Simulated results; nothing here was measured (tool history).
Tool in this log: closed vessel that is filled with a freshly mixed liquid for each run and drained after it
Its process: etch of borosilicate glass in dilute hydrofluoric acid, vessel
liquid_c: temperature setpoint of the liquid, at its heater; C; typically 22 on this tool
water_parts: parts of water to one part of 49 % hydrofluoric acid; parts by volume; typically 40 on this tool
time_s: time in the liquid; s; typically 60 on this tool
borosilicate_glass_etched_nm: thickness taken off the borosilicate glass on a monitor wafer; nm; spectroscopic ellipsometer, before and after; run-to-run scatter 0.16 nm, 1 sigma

run   hour  liquid_c  water_parts  time_s  wafers since the last listed run  hours since the thermometer was replaced  hours since the hydrofluoric acid flow meter was replaced  hours since the gauge calibration  read-back film thickness of the borosilicate glass reference wafer, read on the same gauge (nm)  borosilicate_glass_etched_nm
  1      0        22           40      60                                 0                                    1714.1                                                      778.4                              207.3                                                                                               60                         30.46
  2     29        22           40      60                              2445                                    1743.1                                                      807.4                              236.3                                                                                            60.01                         30.05
  3   79.6      23.5           40      60                              4266                                    1793.7                                                        858                              286.9                                                                                               60                         32.06
  4   92.2      23.5           40      60                              1062                                    1806.3                                                      870.6                              299.5                                                                                               60                          32.4
  5  149.1        22           30      60                              4797                                    1863.2                                                      927.5                              356.4                                                                                               60                         41.14
  6  167.7        22           30      60                              1568                                    1881.8                                                      946.1                                375                                                                                               60                         41.47
  7  180.7        22           30      60                              1096                                    1894.8                                                      959.1                                388                                                                                               60                         41.57
  8  214.8        26           40      60                              2875                                    1928.9                                                      993.2                              422.1                                                                                            59.99                         36.51
  9  249.9        26           40      60                              2959                                      1964                                                     1028.3                              457.2                                                                                               60                         36.27
 10  275.8        22           40      60                              2183                                    1989.9                                                     1054.2                              483.1                                                                                            59.99                         30.76
 11  298.9        22           40      60                              1947                                      2013                                                     1077.3                              506.2                                                                                            59.99                         31.11
     315.9  -- hydrofluoric acid flow meter replaced
 12  377.7        22           40      60                              6559                                    2091.8                                                       61.8                                585                                                                                            60.02                         32.63
 13  412.3        22           40      60                              2917                                    2126.4                                                       96.4                              619.6                                                                                            59.99                         32.61
 14  444.6        22           40      60                              2723                                    2158.7                                                      128.7                              651.9                                                                                            60.01                         32.98
 15  479.9      18.5           40      60                              2976                                      2194                                                        164                              687.2                                                                                            60.03                          28.2
 16  494.3      18.5           40      60                              1214                                    2208.4                                                      178.4                              701.6                                                                                            59.99                         28.26
     512.2  -- hydrofluoric acid flow meter replaced, repeated, since the last time left the tool worse
 17    520        22           55      30                              2082                                    2234.1                                                        7.8                              727.3                                                                                               60                          10.1
 18  535.5        19           40      60                              1306                                    2249.6                                                       23.3                              742.8                                                                                            59.98                         25.14
     537.3  -- thermometer replaced
 19    560      24.5           35      60                              1981                                      22.7                                                       47.8                              767.3                                                                                            60.01                         36.41
 20  574.2        17           40      60                              1197                                      36.9                                                         62                              781.5                                                                                               60                         23.03
 21  597.7        22           40      75                              1981                                      60.4                                                       85.5                                805                                                                                            59.98                         35.82
 22  621.7        22           40      90                              2023                                      84.4                                                      109.5                                829                                                                                            59.99                         42.86
     631.2  -- gauge calibrated
 23  642.3        26           40      60                              1736                                       105                                                      130.1                               11.1                                                                                            59.99                         33.72
 24  674.3      25.5           50      90                              2698                                       137                                                      162.1                               43.1                                                                                            60.01                          39.4
 25  689.5      24.5           30      90                              1281                                     152.2                                                      177.3                               58.3                                                                                            59.98                         64.47
 26  723.3      17.5           40      60                              2849                                       186                                                      211.1                               92.1                                                                                               60                         23.78
 27  749.5      17.5           30      30                              2209                                     212.2                                                      237.3                              118.3                                                                                               60                         16.11
 28  762.5        22           40      60                              1096                                     225.2                                                      250.3                              131.3                                                                                               60                         28.98
 29  784.5      25.5           40      60                              1854                                     247.2                                                      272.3                              153.3                                                                                            60.02                         33.47
 30  810.7        22           40      60                              2209                                     273.4                                                      298.5                              179.5                                                                                            59.98                         29.01
 31  824.7        24           50      60                              1180                                     287.4                                                      312.5                              193.5                                                                                               60                         24.93
 32    858      25.5           60      60                              2807                                     320.7                                                      345.8                              226.8                                                                                               60                         21.86
 33    880      23.5           25      90                              1854                                     342.7                                                      367.8                              248.8                                                                                            60.02                          76.6
 34  910.9      19.5           55      60                              2605                                     373.6                                                      398.7                              279.7                                                                                               60                         18.88

3 ways to go on from here, each from the tool as it stands after run 34. What would each give?
  A  911.6        22           40      60                                59                                     374.3                                                      399.4                              280.4                                                                                                ?                             ?
  B  911.6        24           30      30                                59                                     374.3                                                      399.4                              280.4                                                                                                ?                             ?
  C  911.6        18           25      60                                59                                     374.3                                                      399.4                              280.4                                                                                                ?                             ?

run  read-back film thickness of the borosilicate glass reference wafer, read on the same gauge (nm)  borosilicate_glass_etched_nm
  A                                                                                               60                         29.49
  B                                                                                               60                         21.66
  C                                                                                               60                         40.42
What these runs would have given with no unlogged condition in the tool:
run  borosilicate_glass_etched_nm
  A                         28.57
  B                         20.99
  C                         39.19

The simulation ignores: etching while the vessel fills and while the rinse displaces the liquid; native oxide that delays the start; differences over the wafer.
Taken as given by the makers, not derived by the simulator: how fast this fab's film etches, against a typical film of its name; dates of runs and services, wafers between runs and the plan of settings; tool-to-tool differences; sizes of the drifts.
